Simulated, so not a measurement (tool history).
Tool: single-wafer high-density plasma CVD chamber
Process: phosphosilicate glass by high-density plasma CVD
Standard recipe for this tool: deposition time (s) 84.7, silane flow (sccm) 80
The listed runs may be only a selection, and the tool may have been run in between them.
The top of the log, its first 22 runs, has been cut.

run    hour  deposition time (s)  silane flow (sccm)  read-back reference wafer on the same gauge, thickness_nm  mean film thickness on the monitor wafer (angstrom)
 23  1488.8                 73.5                  71                                                    794.568                                              5430.31
 24    1546                 90.5                  88                                                    794.165                                              7829.93
 25  1580.6                 96.2                  93                                                    793.541                                              8656.59
 26  1634.2                 84.7                  80                                                    794.334                                              6825.44
     1636.4  -- gauge calibrated
 27  1706.1                 78.5                  90                                                    794.683                                              6890.03
 28  1736.9                 84.7                  80                                                    794.284                                              6850.35
 29  1788.3                 91.9                  91                                                    793.806                                              8150.67
 30  1836.6                 95.1                  84                                                    794.278                                              7955.17
 31  1868.7                 71.7                  80                                                    794.367                                               5806.7
 32  1893.4                 94.5                  72                                                    793.582                                              7042.06
 33    1939                 72.5                  92                                                    793.838                                              6499.83
 34  1994.7                 92.4                  80                                                    794.381                                              7487.45
 35  2051.8                 69.3                  90                                                    793.969                                              6094.32
 36  2116.5                 84.7                  80                                                    793.469                                              6872.82
 37  2155.1                 76.2                  95                                                    793.201                                              7025.52
 38  2186.6                 84.7                  80                                                    794.079                                              6851.23
 39  2232.2                 74.6                  76                                                    794.773                                              5826.98

3 options for the next run, each taken on its own from the tool as it stands now. Forecast them:
  A  2232.6                 84.7                  80                                                          ?                                                    ?
  B  2232.6                 91.7                  85                                                          ?                                                    ?
  C  2232.6                 79.3                  73                                                          ?                                                    ?

run  read-back reference wafer on the same gauge, thickness_nm  mean film thickness on the monitor wafer (angstrom)
  A                                                    794.127                                              6855.92
  B                                                    794.127                                              7760.49
  C                                                    794.127                                              6009.67
Without the tool's hidden state the same runs would have given:
run  mean film thickness on the monitor wafer (angstrom)
  A                                              6802.39
  B                                              7699.89
  C                                              5962.74
